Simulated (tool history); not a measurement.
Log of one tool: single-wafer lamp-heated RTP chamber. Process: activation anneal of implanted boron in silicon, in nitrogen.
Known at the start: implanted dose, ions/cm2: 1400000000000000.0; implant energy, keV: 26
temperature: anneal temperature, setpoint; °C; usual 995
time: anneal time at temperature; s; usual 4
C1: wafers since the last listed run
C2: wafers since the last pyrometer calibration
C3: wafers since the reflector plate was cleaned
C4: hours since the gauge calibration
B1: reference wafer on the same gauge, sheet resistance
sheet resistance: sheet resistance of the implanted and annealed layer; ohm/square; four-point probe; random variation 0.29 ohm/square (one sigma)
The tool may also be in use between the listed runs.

Run 1, hour 0: usual settings but temperature 977 °C, time 6 s; C1 0; C2 1232; C3 11572; C4 109.2; B1 79.97. Result: sheet resistance 102.15 ohm/square.
Run 2, hour 9.8: usual settings but temperature 977 °C, time 6 s; C1 142; C2 1374; C3 11714; C4 119; B1 79.91. Result: sheet resistance 101.56 ohm/square.
Run 3, hour 56.2: usual settings but temperature 977 °C, time 6 s; C1 673; C2 2048; C3 12388; C4 165.4; B1 79.94. Result: sheet resistance 100.6 ohm/square.
Run 4, hour 66.2: usual settings; C1 145; C2 2193; C3 12533; C4 175.4; B1 80.01. Result: sheet resistance 90.9 ohm/square.
Run 5, hour 75.5: usual settings; C1 134; C2 2328; C3 12668; C4 184.7; B1 79.87. Result: sheet resistance 90.27 ohm/square.
Run 6, hour 84.7: usual settings; C1 133; C2 2462; C3 12801; C4 193.9; B1 80.04. Result: sheet resistance 90.06 ohm/square.
Run 7, hour 92.4: usual settings but time 3 s; C1 111; C2 2573; C3 12913; C4 201.6; B1 79.86. Result: sheet resistance 91.33 ohm/square.
Run 8, hour 100.4: usual settings but time 3 s; C1 116; C2 2689; C3 13029; C4 209.6; B1 79.85. Result: sheet resistance 90.63 ohm/square.
Run 9, hour 116.4: usual settings but time 3 s; C1 232; C2 2922; C3 13261; C4 225.6; B1 79.88. Result: sheet resistance 90.21 ohm/square.
Run 10, hour 131.9: usual settings; C1 224; C2 3147; C3 13486; C4 241.1; B1 79.81. Result: sheet resistance 89.23 ohm/square.
At hour 145.9: gauge calibrated.
Run 11, hour 146.5: usual settings; C1 211; C2 3358; C3 13698; C4 0.6; B1 79.93. Result: sheet resistance 89.19 ohm/square.
At hour 159.8: pyrometer window cleaned and pyrometer calibrated.
Run 12, hour 164.5: usual settings; C1 145; C2 68; C3 13843; C4 18.6; B1 79.9. Result: sheet resistance 92 ohm/square.
Run 13, hour 176.1: usual settings; C1 168; C2 236; C3 14012; C4 30.2; B1 79.95. Result: sheet resistance 92.46 ohm/square.
Run 14, hour 189.9: usual settings; C1 200; C2 437; C3 14212; C4 44; B1 79.86. Result: sheet resistance 91.77 ohm/square.
Run 15, hour 206.1: usual settings; C1 235; C2 672; C3 14447; C4 60.2; B1 79.87. Result: sheet resistance 92.08 ohm/square.
Run 16, hour 212.7: usual settings but temperature 1002 °C; C1 95; C2 768; C3 14543; C4 66.8; B1 79.79. Result: sheet resistance 88.77 ohm/square.
Run 17, hour 225.1: usual settings but temperature 1023 °C, time 3 s; C1 179; C2 948; C3 14723; C4 79.2; B1 79.77. Result: sheet resistance 84.14 ohm/square.
At hour 237.8: reflector plate cleaned.
Run 18, hour 240.2: usual settings but time 5 s; C1 103; C2 1051; C3 35; C4 94.3; B1 79.89. Result: sheet resistance 91.08 ohm/square.
Run 19, hour 254.5: usual settings but temperature 1011 °C, time 3 s; C1 207; C2 1258; C3 243; C4 108.6; B1 79.92. Result: sheet resistance 86.68 ohm/square.
Run 20, hour 265.2: usual settings but temperature 1017 °C, time 3 s; C1 155; C2 1414; C3 398; C4 119.3; B1 79.88. Result: sheet resistance 85.08 ohm/square.
Run 21, hour 277.5: usual settings but temperature 984 °C, time 5 s; C1 178; C2 1592; C3 576; C4 131.6; B1 79.9. Result: sheet resistance 97.15 ohm/square.
Run 22, hour 283.7: usual settings but temperature 1002 °C; C1 89; C2 1682; C3 666; C4 137.8; B1 79.88. Result: sheet resistance 88.71 ohm/square.
Run 23, hour 297.8: usual settings; C1 204; C2 1887; C3 871; C4 151.9; B1 79.77. Result: sheet resistance 90.55 ohm/square.
Run 24, hour 304.3: usual settings but time 3 s; C1 94; C2 1981; C3 965; C4 158.4; B1 79.98. Result: sheet resistance 91.9 ohm/square.
Run 25, hour 319.6: usual settings but temperature 972 °C, time 3 s; C1 222; C2 2203; C3 1187; C4 173.7; B1 79.85. Result: sheet resistance 106.28 ohm/square.
Run 26, hour 331.4: usual settings but temperature 1012 °C, time 6 s; C1 171; C2 2374; C3 1359; C4 185.5; B1 79.95. Result: sheet resistance 84.31 ohm/square.
Run 27, hour 339.7: usual settings but temperature 980 °C; C1 120; C2 2495; C3 1479; C4 193.8; B1 79.96. Result: sheet resistance 98.87 ohm/square.
Run 28, hour 362.9: usual settings but temperature 1023 °C, time 6 s; C1 336; C2 2832; C3 1816; C4 217; B1 79.87. Result: sheet resistance 82.25 ohm/square.
Run 29, hour 373.2: usual settings; C1 149; C2 2981; C3 1965; C4 227.3; B1 79.85. Result: sheet resistance 89.21 ohm/square.
Run 30, hour 414.2: usual settings; C1 595; C2 3576; C3 2560; C4 268.3; B1 79.91. Result: sheet resistance 88.7 ohm/square.
At hour 427: pyrometer window cleaned and pyrometer calibrated.
Run 31, hour 427.5: usual settings but temperature 1023 °C, time 5 s; C1 76; C2 6; C3 2637; C4 281.6; B1 79.92. Result: sheet resistance 83.39 ohm/square.
At hour 428.9: gauge calibrated.
Run 32, hour 435.4: usual settings; C1 114; C2 121; C3 2752; C4 6.5; B1 79.87. Result: sheet resistance 91.96 ohm/square.
Run 33, hour 447.4: usual settings but temperature 1003 °C, time 3 s; C1 174; C2 295; C3 2926; C4 18.5; B1 79.82. Result: sheet resistance 89.56 ohm/square.

5 ways to go on from here, each from the tool as it stands after run 33. What would each give?
Run A, hour 447.8: usual settings but temperature 1019 °C; C1 5; C2 301; C3 2932; C4 18.9; B1 ?. Result: sheet resistance ?.
Run B, hour 447.8: usual settings but temperature 978 °C; C1 5; C2 301; C3 2932; C4 18.9; B1 ?. Result: sheet resistance ?.
Run C, hour 447.8: usual settings but temperature 982 °C, time 3 s; C1 5; C2 301; C3 2932; C4 18.9; B1 ?. Result: sheet resistance ?.
Run D, hour 447.8: usual settings but temperature 1016 °C, time 3 s; C1 5; C2 301; C3 2932; C4 18.9; B1 ?. Result: sheet resistance ?.
Run E, hour 447.8: usual settings but temperature 1023 °C; C1 5; C2 301; C3 2932; C4 18.9; B1 ?. Result: sheet resistance ?.

run     B1  sheet resistance
  A  79.96             85.16
  B  79.96            104.97
  C  79.96            101.57
  D  79.96             86.27
  E  79.96              84.4
Without the tool's hidden state the same runs would have given:
run  sheet resistance
  A             85.18
  B            105.03
  C            101.62
  D             86.29
  E             84.41
